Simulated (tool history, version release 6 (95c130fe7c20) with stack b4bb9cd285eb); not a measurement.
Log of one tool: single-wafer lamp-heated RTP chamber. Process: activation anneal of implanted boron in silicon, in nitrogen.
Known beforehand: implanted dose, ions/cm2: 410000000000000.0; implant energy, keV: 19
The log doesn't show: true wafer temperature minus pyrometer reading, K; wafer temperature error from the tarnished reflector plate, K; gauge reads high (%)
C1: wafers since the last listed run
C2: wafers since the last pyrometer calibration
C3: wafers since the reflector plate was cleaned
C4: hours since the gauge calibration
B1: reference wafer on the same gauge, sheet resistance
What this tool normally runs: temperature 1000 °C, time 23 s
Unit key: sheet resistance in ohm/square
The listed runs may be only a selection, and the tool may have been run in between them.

{"run": 1, "hour": 0.0, "temperature": 1000, "time": 31, "C1": 0, "C2": 5379, "C3": 169, "C4": 565.1, "B1": 282.88, "sheet resistance": 275.59}
{"run": 2, "hour": 16.0, "temperature": 1000, "time": 31, "C1": 340, "C2": 5719, "C3": 510, "C4": 581.1, "B1": 282.75, "sheet resistance": 275.93}
{"run": 3, "hour": 30.6, "temperature": 1000, "time": 31, "C1": 310, "C2": 6030, "C3": 821, "C4": 595.7, "B1": 283.13, "sheet resistance": 276.09}
{"run": 4, "hour": 58.8, "temperature": 1015, "time": 30, "C1": 600, "C2": 6631, "C3": 1422, "C4": 623.9, "B1": 283.1, "sheet resistance": 273.63}
{"hour": 75.9, "done": "pyrometer window cleaned and pyrometer calibrated"}
{"run": 5, "hour": 78.6, "temperature": 1000, "time": 23, "C1": 251, "C2": 58, "C3": 1673, "C4": 643.7, "B1": 282.98, "sheet resistance": 278.05}
{"run": 6, "hour": 98.5, "temperature": 1000, "time": 23, "C1": 423, "C2": 481, "C3": 2097, "C4": 663.6, "B1": 283.09, "sheet resistance": 277.02}
{"run": 7, "hour": 134.0, "temperature": 1018, "time": 23, "C1": 756, "C2": 1237, "C3": 2853, "C4": 699.1, "B1": 282.99, "sheet resistance": 272.8}
{"run": 8, "hour": 163.6, "temperature": 1000, "time": 23, "C1": 630, "C2": 1868, "C3": 3483, "C4": 728.7, "B1": 283.1, "sheet resistance": 276.58}
{"hour": 173.0, "done": "reflector plate cleaned, repeated, since the last time left the tool worse"}
{"run": 9, "hour": 188.8, "temperature": 1000, "time": 23, "C1": 366, "C2": 2234, "C3": 337, "C4": 753.9, "B1": 283.1, "sheet resistance": 280.77}
{"run": 10, "hour": 223.3, "temperature": 1020, "time": 20, "C1": 734, "C2": 2969, "C3": 1072, "C4": 788.4, "B1": 283.02, "sheet resistance": 276.05}
{"run": 11, "hour": 236.9, "temperature": 1000, "time": 33, "C1": 289, "C2": 3259, "C3": 1361, "C4": 802, "B1": 283.12, "sheet resistance": 277.95}
{"run": 12, "hour": 255.3, "temperature": 1000, "time": 33, "C1": 391, "C2": 3650, "C3": 1753, "C4": 820.4, "B1": 282.93, "sheet resistance": 277.51}
{"hour": 256.1, "done": "gauge calibrated"}
{"run": 13, "hour": 274.2, "temperature": 1000, "time": 23, "C1": 402, "C2": 4053, "C3": 2156, "C4": 18.1, "B1": 283.02, "sheet resistance": 278.79}
{"run": 14, "hour": 308.2, "temperature": 1021, "time": 23, "C1": 724, "C2": 4777, "C3": 2880, "C4": 52.1, "B1": 282.94, "sheet resistance": 273.65}
{"run": 15, "hour": 339.8, "temperature": 1000, "time": 18, "C1": 673, "C2": 5450, "C3": 3553, "C4": 83.7, "B1": 283.14, "sheet resistance": 278.84}
{"run": 16, "hour": 364.0, "temperature": 985, "time": 28, "C1": 515, "C2": 5966, "C3": 4068, "C4": 107.9, "B1": 282.7, "sheet resistance": 284.3}
{"run": 17, "hour": 393.6, "temperature": 1028, "time": 16, "C1": 630, "C2": 6596, "C3": 4699, "C4": 137.5, "B1": 283.08, "sheet resistance": 274.54}
{"hour": 413.3, "done": "reflector plate cleaned"}
{"run": 18, "hour": 416.9, "temperature": 1011, "time": 29, "C1": 325, "C2": 6922, "C3": 75, "C4": 160.8, "B1": 282.87, "sheet resistance": 275.79}
{"run": 19, "hour": 436.1, "temperature": 1000, "time": 28, "C1": 408, "C2": 7331, "C3": 484, "C4": 180, "B1": 282.96, "sheet resistance": 277.95}
{"run": 20, "hour": 464.0, "temperature": 1028, "time": 33, "C1": 594, "C2": 7925, "C3": 1079, "C4": 207.9, "B1": 282.89, "sheet resistance": 272.61}
{"hour": 494.9, "done": "pyrometer window cleaned and pyrometer calibrated"}
{"run": 21, "hour": 562.3, "temperature": 1013, "time": 35, "C1": 1923, "C2": 1435, "C3": 3002, "C4": 306.2, "B1": 283.01, "sheet resistance": 274.73}
{"run": 22, "hour": 582.9, "temperature": 1017, "time": 12, "C1": 438, "C2": 1874, "C3": 3440, "C4": 326.8, "B1": 282.94, "sheet resistance": 276.15}
{"run": 23, "hour": 607.0, "temperature": 1000, "time": 16, "C1": 513, "C2": 2387, "C3": 3954, "C4": 350.9, "B1": 282.86, "sheet resistance": 281.22}
{"run": 24, "hour": 624.4, "temperature": 1000, "time": 34, "C1": 370, "C2": 2757, "C3": 4324, "C4": 368.3, "B1": 282.98, "sheet resistance": 276.7}
{"run": 25, "hour": 647.5, "temperature": 1014, "time": 19, "C1": 491, "C2": 3249, "C3": 4816, "C4": 391.4, "B1": 282.84, "sheet resistance": 274.71}
{"run": 26, "hour": 667.0, "temperature": 1020, "time": 13, "C1": 415, "C2": 3665, "C3": 5232, "C4": 410.9, "B1": 283.32, "sheet resistance": 276}
{"hour": 708.5, "done": "reflector plate cleaned"}
{"run": 27, "hour": 709.0, "temperature": 1000, "time": 16, "C1": 724, "C2": 4389, "C3": 10, "C4": 452.9, "B1": 283.02, "sheet resistance": 280.93}
{"run": 28, "hour": 716.1, "temperature": 979, "time": 23, "C1": 151, "C2": 4540, "C3": 161, "C4": 460, "B1": 282.86, "sheet resistance": 290.47}
{"run": 29, "hour": 732.0, "temperature": 1019, "time": 18, "C1": 338, "C2": 4879, "C3": 500, "C4": 475.9, "B1": 282.78, "sheet resistance": 275.66}
{"run": 30, "hour": 761.4, "temperature": 1022, "time": 15, "C1": 626, "C2": 5505, "C3": 1126, "C4": 505.3, "B1": 283.22, "sheet resistance": 274.39}
{"run": 31, "hour": 785.8, "temperature": 1011, "time": 29, "C1": 519, "C2": 6024, "C3": 1646, "C4": 529.7, "B1": 282.99, "sheet resistance": 276}
{"run": 32, "hour": 800.7, "temperature": 1000, "time": 16, "C1": 317, "C2": 6342, "C3": 1963, "C4": 544.6, "B1": 282.82, "sheet resistance": 279.63}
{"run": 33, "hour": 814.4, "temperature": 1025, "time": 36, "C1": 291, "C2": 6634, "C3": 2255, "C4": 558.3, "B1": 283, "sheet resistance": 271.89}
{"hour": 841.7, "done": "pyrometer window cleaned and pyrometer calibrated"}
{"run": 34, "hour": 850.1, "temperature": 1017, "time": 23, "C1": 589, "C2": 178, "C3": 2845, "C4": 594, "B1": 282.93, "sheet resistance": 274.47}
{"run": 35, "hour": 881.4, "temperature": 1000, "time": 23, "C1": 666, "C2": 845, "C3": 3511, "C4": 625.3, "B1": 283.07, "sheet resistance": 277.99}
{"run": 36, "hour": 907.5, "temperature": 987, "time": 34, "C1": 555, "C2": 1401, "C3": 4067, "C4": 651.4, "B1": 283, "sheet resistance": 281.83}
{"run": 37, "hour": 942.0, "temperature": 1000, "time": 23, "C1": 734, "C2": 2136, "C3": 4802, "C4": 685.9, "B1": 283.3, "sheet resistance": 277.82}

A few steps of sheet resistance between consecutive runs. Split each: what settings, incoming material and random variation would produce without the hidden state, and what is left over for the hidden state, along with gauge scatter present in only one of the two compared results (measured, and without hidden state):
Run 7 -> 8: temperature 1018 -> 1000. sheet resistance +3.78 ohm/square: hidden state -1.52, all else +5.3.
Run 8 -> 9: reflector plate cleaned, repeated, since the last time left the tool worse. sheet resistance +4.19 ohm/square: hidden state +2.62, all else +1.57.
Run 16 -> 17: temperature 985 -> 1028, time 28 -> 16. sheet resistance -9.76 ohm/square: hidden state +1.41, all else -11.17.
Run 27 -> 28: temperature 1000 -> 979, time 16 -> 23. sheet resistance +9.54 ohm/square: hidden state -0.34, all else +9.88.
Run 28 -> 29: temperature 979 -> 1019, time 23 -> 18. sheet resistance -14.81 ohm/square: hidden state +0.48, all else -15.29.
